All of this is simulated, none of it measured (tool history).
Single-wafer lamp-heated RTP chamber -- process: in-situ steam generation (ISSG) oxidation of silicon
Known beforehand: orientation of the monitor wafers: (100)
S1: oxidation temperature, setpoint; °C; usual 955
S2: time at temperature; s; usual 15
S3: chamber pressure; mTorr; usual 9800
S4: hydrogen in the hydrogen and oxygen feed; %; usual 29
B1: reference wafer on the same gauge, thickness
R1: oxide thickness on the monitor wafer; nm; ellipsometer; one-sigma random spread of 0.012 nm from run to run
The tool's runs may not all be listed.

| run | hour | S1 | S2 | S3 | S4 | B1 | R1 |
|---|---|---|---|---|---|---|---|
| 1 | 0 | 955 | 15 | 9800 | 29 | 4.576 | 4.078 |
| 2 | 42.4 | 955 | 15 | 9800 | 29 | 4.578 | 4.067 |
| 3 | 107.1 | 955 | 15 | 9800 | 29 | 4.582 | 4.08 |
| 4 | 153.2 | 955 | 13 | 9800 | 29 | 4.581 | 3.864 |
| 5 | 242.2 | 955 | 15 | 9800 | 29 | 4.585 | 4.08 |
| 6 | 333.7 | 955 | 15 | 9800 | 29 | 4.578 | 4.119 |
| 7 | 435.7 | 955 | 15 | 9800 | 29 | 4.577 | 4.1 |
| 8 | 476.1 | 955 | 15 | 9800 | 29 | 4.581 | 4.081 |
| 9 | 522.4 | 955 | 19 | 9800 | 23 | 4.581 | 4.283 |
|  | 546.1 | pressure gauge zeroed |
| 10 | 617.2 | 955 | 19 | 9800 | 23 | 4.578 | 4.289 |
|  | 706.9 | pyrometer window cleaned and pyrometer calibrated |
| 11 | 812.2 | 936 | 11 | 8700 | 29 | 4.582 | 3.606 |
| 12 | 873.2 | 955 | 19 | 9800 | 23 | 4.577 | 4.342 |
| 13 | 922 | 964 | 15 | 9800 | 29 | 4.582 | 4.276 |
|  | 946 | hydrogen flow controller replaced |
| 14 | 981.9 | 969 | 10 | 10200 | 26 | 4.576 | 3.596 |
|  | 995.9 | pyrometer window cleaned and pyrometer calibrated, repeated, since the last time left the tool worse |
| 15 | 1046.8 | 964 | 19 | 9000 | 29 | 4.581 | 4.632 |
| 16 | 1084 | 955 | 9 | 9800 | 29 | 4.581 | 3.352 |
| 17 | 1167.5 | 955 | 17 | 9800 | 25 | 4.581 | 4.105 |
| 18 | 1210 | 955 | 15 | 9800 | 29 | 4.579 | 4.05 |
| 19 | 1278.1 | 955 | 18 | 8600 | 29 | 4.577 | 4.459 |
|  | 1279.3 | gauge calibrated |
| 20 | 1560.6 | 955 | 17 | 9800 | 25 | 4.581 | 4.133 |
| 21 | 1655.8 | 955 | 15 | 9800 | 22 | 4.579 | 3.831 |

Each row is a separate what-if for the run after 21, all from the same tool condition, not one after another. Results?
| A | 1656.2 | 955 | 11 | 9800 | 29 | ? | ? |
| B | 1656.2 | 938 | 15 | 9800 | 22 | ? | ? |
| C | 1656.2 | 973 | 9 | 8600 | 24 | ? | ? |
| D | 1656.2 | 955 | 12 | 9800 | 26 | ? | ? |
| E | 1656.2 | 935 | 12 | 9800 | 24 | ? | ? |

| run | B1 | R1 |
|---|---|---|
| A | 4.578 | 3.642 |
| B | 4.578 | 3.668 |
| C | 4.578 | 3.442 |
| D | 4.578 | 3.663 |
| E | 4.578 | 3.424 |
Stripped of hidden state, with their random variation kept, the same runs would have yielded:
| run | R1 |
|---|---|
| A | 3.603 |
| B | 3.629 |
| C | 3.405 |
| D | 3.623 |
| E | 3.391 |

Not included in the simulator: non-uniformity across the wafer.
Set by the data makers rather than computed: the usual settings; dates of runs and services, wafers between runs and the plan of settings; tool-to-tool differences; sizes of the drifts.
